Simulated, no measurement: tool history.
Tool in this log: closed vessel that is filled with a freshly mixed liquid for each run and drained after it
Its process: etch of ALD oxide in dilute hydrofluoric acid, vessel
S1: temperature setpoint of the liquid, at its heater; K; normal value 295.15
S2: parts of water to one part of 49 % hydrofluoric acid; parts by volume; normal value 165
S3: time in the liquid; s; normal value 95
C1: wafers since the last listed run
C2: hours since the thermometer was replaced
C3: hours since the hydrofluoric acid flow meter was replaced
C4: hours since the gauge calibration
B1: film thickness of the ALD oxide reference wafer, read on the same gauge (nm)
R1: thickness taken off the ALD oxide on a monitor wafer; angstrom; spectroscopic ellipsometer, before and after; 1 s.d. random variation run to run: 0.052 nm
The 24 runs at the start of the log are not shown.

run,hour,S1,S2,S3,C1,C2,C3,C4,B1,R1
25,2026.4,295.15,135,95,4200,734.2,512.8,717.8,80.00,109.8
26,2071.6,295.15,165,95,2985,779.4,558.0,763.0,80.01,86.8
27,2139.5,295.15,165,95,4484,847.3,625.9,830.9,80.02,87.4
28,2182.9,290.65,210,135,2866,890.7,669.3,874.3,80.01,79.5
29,2232.1,300.15,190,80,3249,939.9,718.5,923.5,79.97,76.0
30,2282.7,295.15,165,125,3341,990.5,769.1,974.1,80.02,117.1
31,2350.0,295.15,95,135,4444,1057.8,836.4,1041.4,80.02,239.1
32,2405.1,295.15,200,95,3638,1112.9,891.5,1096.5,80.02,71.2
33,2443.8,295.15,165,95,2555,1151.6,930.2,1135.2,79.97,89.7

Here are 5 independent what-if runs from the current tool condition. What would each one return?
A,2444.5,295.15,165,130,46,1152.3,930.9,1135.9,?,?
B,2444.5,299.15,165,95,46,1152.3,930.9,1135.9,?,?
C,2444.5,292.15,220,110,46,1152.3,930.9,1135.9,?,?
D,2444.5,295.15,235,95,46,1152.3,930.9,1135.9,?,?
E,2444.5,292.15,195,120,46,1152.3,930.9,1135.9,?,?

run,B1,R1
A,79.98,122.2
B,79.98,103.9
C,79.98,65.4
D,79.98,58.4
E,79.98,82.4
What these runs would have given with no unlogged condition in the tool:
run,R1
A,114.0
B,96.9
C,61.0
D,54.4
E,76.9
